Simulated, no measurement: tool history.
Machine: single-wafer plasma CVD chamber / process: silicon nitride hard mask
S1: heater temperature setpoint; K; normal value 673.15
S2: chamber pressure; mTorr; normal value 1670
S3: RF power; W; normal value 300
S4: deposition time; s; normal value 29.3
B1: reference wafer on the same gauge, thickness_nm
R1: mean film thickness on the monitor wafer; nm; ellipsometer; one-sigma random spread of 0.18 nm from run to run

| run | hour | S1 | S2 | S3 | S4 | B1 | R1 |
|---|---|---|---|---|---|---|---|
| 1 | 0.0 | 680.15 | 1440 | 300 | 29.3 | 38.570 | 33.898 |
| 2 | 14.9 | 680.15 | 1440 | 300 | 29.3 | 38.532 | 34.224 |
| 3 | 27.0 | 673.15 | 1670 | 300 | 29.3 | 38.436 | 34.995 |
| 4 | 34.9 | 673.15 | 1670 | 300 | 29.3 | 38.559 | 35.423 |
| 5 | 45.4 | 673.15 | 1670 | 300 | 29.3 | 38.519 | 35.450 |
| 6 | 63.0 | 673.15 | 1670 | 300 | 29.3 | 38.491 | 35.058 |
| 7 | 110.4 | 673.15 | 1670 | 300 | 29.3 | 38.467 | 35.434 |
| 8 | 126.8 | 673.15 | 1670 | 300 | 29.3 | 38.566 | 35.528 |
| 9 | 138.0 | 673.15 | 1670 | 300 | 29.3 | 38.523 | 35.312 |
| 10 | 145.0 | 673.15 | 1670 | 300 | 29.3 | 38.421 | 35.118 |
| 11 | 162.9 | 673.15 | 1670 | 300 | 29.3 | 38.549 | 35.270 |
| 12 | 177.9 | 673.15 | 1670 | 300 | 29.3 | 38.440 | 35.022 |
| 13 | 185.9 | 673.15 | 1670 | 300 | 29.3 | 38.383 | 35.181 |
| 14 | 203.7 | 680.15 | 2060 | 300 | 29.3 | 38.438 | 36.043 |
| 15 | 219.6 | 673.15 | 1670 | 300 | 29.3 | 38.500 | 35.493 |
| 16 | 246.3 | 673.15 | 1450 | 300 | 26.4 | 38.562 | 30.992 |
| 17 | 253.4 | 673.15 | 1880 | 300 | 29.3 | 38.493 | 36.127 |
|  | 261.6 | RF generator calibrated |
|  | 286.8 | gauge calibrated |
|  | 289.2 | capacitance manometer re-zeroed and calibrated |
|  | 291.3 | showerhead replaced |
| 18 | 300.7 | 673.15 | 1550 | 315 | 29.3 | 38.597 | 35.680 |
|  | 318.9 | thermocouple changed; heater temperature recalibrated |
| 19 | 319.4 | 673.15 | 1670 | 330 | 26.3 | 38.500 | 33.730 |
| 20 | 332.4 | 687.15 | 1670 | 300 | 26.5 | 38.452 | 31.503 |
| 21 | 341.1 | 673.15 | 1670 | 300 | 29.3 | 38.509 | 35.147 |
| 22 | 348.1 | 673.15 | 1670 | 300 | 29.3 | 38.535 | 35.247 |
| 23 | 357.8 | 677.15 | 1670 | 300 | 24.3 | 38.505 | 28.996 |
| 24 | 370.7 | 687.15 | 1350 | 315 | 26.4 | 38.497 | 31.533 |
| 25 | 388.0 | 667.15 | 1670 | 300 | 29.3 | 38.586 | 35.282 |
| 26 | 396.4 | 673.15 | 1670 | 300 | 29.3 | 38.475 | 35.216 |
| 27 | 411.2 | 673.15 | 1670 | 300 | 27.0 | 38.557 | 32.405 |
| 28 | 424.5 | 673.15 | 1670 | 300 | 29.3 | 38.500 | 35.186 |

Forecast each of these 5 alternatives for the next run:
| A | 424.9 | 673.15 | 1670 | 300 | 29.3 | ? | ? |
| B | 424.9 | 673.15 | 2040 | 300 | 29.3 | ? | ? |
| C | 424.9 | 682.15 | 1670 | 300 | 29.3 | ? | ? |
| D | 424.9 | 680.15 | 1670 | 320 | 25.9 | ? | ? |
| E | 424.9 | 660.15 | 1670 | 270 | 29.3 | ? | ? |

| run | B1 | R1 |
|---|---|---|
| A | 38.519 | 35.168 |
| B | 38.519 | 36.383 |
| C | 38.519 | 35.013 |
| D | 38.519 | 32.289 |
| E | 38.519 | 33.024 |
What these runs would have given with no unlogged condition in the tool:
| run | R1 |
|---|---|
| A | 35.168 |
| B | 36.383 |
| C | 35.013 |
| D | 32.289 |
| E | 33.024 |
